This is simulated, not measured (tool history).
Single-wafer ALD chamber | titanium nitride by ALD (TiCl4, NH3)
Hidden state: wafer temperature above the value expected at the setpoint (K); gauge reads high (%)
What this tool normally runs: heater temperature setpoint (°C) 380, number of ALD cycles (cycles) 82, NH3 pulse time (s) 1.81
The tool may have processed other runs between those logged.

run   hour  heater temperature setpoint (°C)  number of ALD cycles (cycles)  NH3 pulse time (s)  wafers since the last listed run  hours since the last thermocouple change  hours since the showerhead was replaced  hours since the gauge calibration  read-back reference wafer on the same gauge, thickness_nm  mean film thickness on the monitor wafer (Å)
  1    0.0                               388                             82                1.81                                 0                                    1203.8                                   5082.9                              449.3                                                      1.651                                         17.68
  2    8.8                               389                             82                1.96                                26                                    1212.6                                   5091.7                              458.1                                                      1.649                                         17.76
  3   16.7                               389                             82                1.96                                23                                    1220.5                                   5099.6                              466.0                                                      1.650                                         17.80
  4   25.4                               380                             82                1.81                                25                                    1229.2                                   5108.3                              474.7                                                      1.650                                         17.60
  5   43.2                               380                             82                1.81                                53                                    1247.0                                   5126.1                              492.5                                                      1.652                                         17.54
  6   57.3                               380                             82                1.81                                42                                    1261.1                                   5140.2                              506.6                                                      1.652                                         17.60
  7   65.5                               380                             82                1.81                                24                                    1269.3                                   5148.4                              514.8                                                      1.653                                         17.55
  8   78.2                               380                             82                1.81                                37                                    1282.0                                   5161.1                              527.5                                                      1.653                                         17.60
  9   86.4                               374                             82                1.81                                24                                    1290.2                                   5169.3                              535.7                                                      1.653                                         17.50
 10   92.9                               374                             82                1.81                                19                                    1296.7                                   5175.8                              542.2                                                      1.653                                         17.48
      96.3  -- gauge calibrated
 11  105.7                               372                             82                1.81                                38                                    1309.5                                   5188.6                                9.4                                                      1.634                                         17.19
 12  120.3                               372                             82                1.81                                43                                    1324.1                                   5203.2                               24.0                                                      1.633                                         17.10
 13  135.7                               372                             82                1.81                                45                                    1339.5                                   5218.6                               39.4                                                      1.635                                         17.15
 14  153.1                               380                             71                2.38                                51                                    1356.9                                   5236.0                               56.8                                                      1.637                                         15.25
 15  165.9                               380                             71                2.38                                38                                    1369.7                                   5248.8                               69.6                                                      1.635                                         15.29
 16  173.6                               380                             71                2.38                                22                                    1377.4                                   5256.5                               77.3                                                      1.636                                         15.26
 17  187.7                               380                             82                1.51                                42                                    1391.5                                   5270.6                               91.4                                                      1.637                                         17.23
 18  215.3                               385                             71                1.15                                82                                    1419.1                                   5298.2                              119.0                                                      1.639                                         14.79
 19  232.7                               371                             72                2.17                                51                                    1436.5                                   5315.6                              136.4                                                      1.640                                         15.31
     249.5  -- showerhead replaced
 20  250.0                               380                             82                1.81                                27                                    1453.8                                      0.5                              153.7                                                      1.639                                         17.57
 21  266.3                               380                             69                1.22                                48                                    1470.1                                     16.8                              170.0                                                      1.641                                         14.37
 22  276.4                               366                             82                2.16                                30                                    1480.2                                     26.9                              180.1                                                      1.642                                         17.23
     285.2  -- thermocouple changed; heater temperature recalibrated
 23  293.1                               395                             70                2.10                                25                                       7.9                                     43.6                              196.8                                                      1.642                                         15.35
 24  334.8                               380                             66                1.36                               124                                      49.6                                     85.3                              238.5                                                      1.644                                         13.89
 25  343.5                               388                             98                2.47                                25                                      58.3                                     94.0                              247.2                                                      1.645                                         21.38
 26  352.5                               380                             82                1.81                                26                                      67.3                                    103.0                              256.2                                                      1.647                                         17.55
 27  366.3                               380                             82                1.81                                41                                      81.1                                    116.8                              270.0                                                      1.646                                         17.51
 28  374.5                               374                             73                1.31                                24                                      89.3                                    125.0                              278.2                                                      1.647                                         15.12
 29  392.1                               372                             69                1.22                                52                                     106.9                                    142.6                              295.8                                                      1.649                                         14.20
 30  409.2                               388                             89                1.81                                51                                     124.0                                    159.7                              312.9                                                      1.648                                         19.28
 31  417.2                               380                             71                1.50                                23                                     132.0                                    167.7                              320.9                                                      1.650                                         15.09
 32  424.7                               380                             82                1.81                                22                                     139.5                                    175.2                              328.4                                                      1.650                                         17.53
 33  436.2                               366                             92                1.26                                34                                     151.0                                    186.7                              339.9                                                      1.651                                         18.68
 34  451.6                               380                             82                1.81                                45                                     166.4                                    202.1                              355.3                                                      1.652                                         17.53
 35  461.6                               366                             96                1.11                                29                                     176.4                                    212.1                              365.3                                                      1.652                                         19.29
 36  478.1                               374                             82                1.81                                49                                     192.9                                    228.6                              381.8                                                      1.653                                         17.44
 37  490.4                               380                             82                1.81                                36                                     205.2                                    240.9                              394.1                                                      1.653                                         17.66
 38  507.2                               368                             72                1.81                                50                                     222.0                                    257.7                              410.9                                                      1.654                                         15.16
 39  522.3                               387                             94                1.81                                45                                     237.1                                    272.8                              426.0                                                      1.655                                         20.39
 40  528.8                               372                             82                1.09                                19                                     243.6                                    279.3                              432.5                                                      1.655                                         16.83

Take each entry between the runs: how does the hidden state at the last listed run before it differ from the hidden state at the first listed run after it?
From run 10 to run 11: gauge calibrated (hour 96.3)
  gauge reads high (%): 1.48 -> 0.165
  measured minus no-state result, mean film thickness on the monitor wafer (Å): +0.25 -> +0.03
From run 19 to run 20: showerhead replaced (hour 249.5)
  gauge reads high (%): 0.583 -> 0.64
  measured minus no-state result, mean film thickness on the monitor wafer (Å): +0.09 -> +0.11
From run 22 to run 23: thermocouple changed; heater temperature recalibrated (hour 285.2)
  gauge reads high (%): 0.727 -> 0.782
  measured minus no-state result, mean film thickness on the monitor wafer (Å): +0.12 -> +0.12
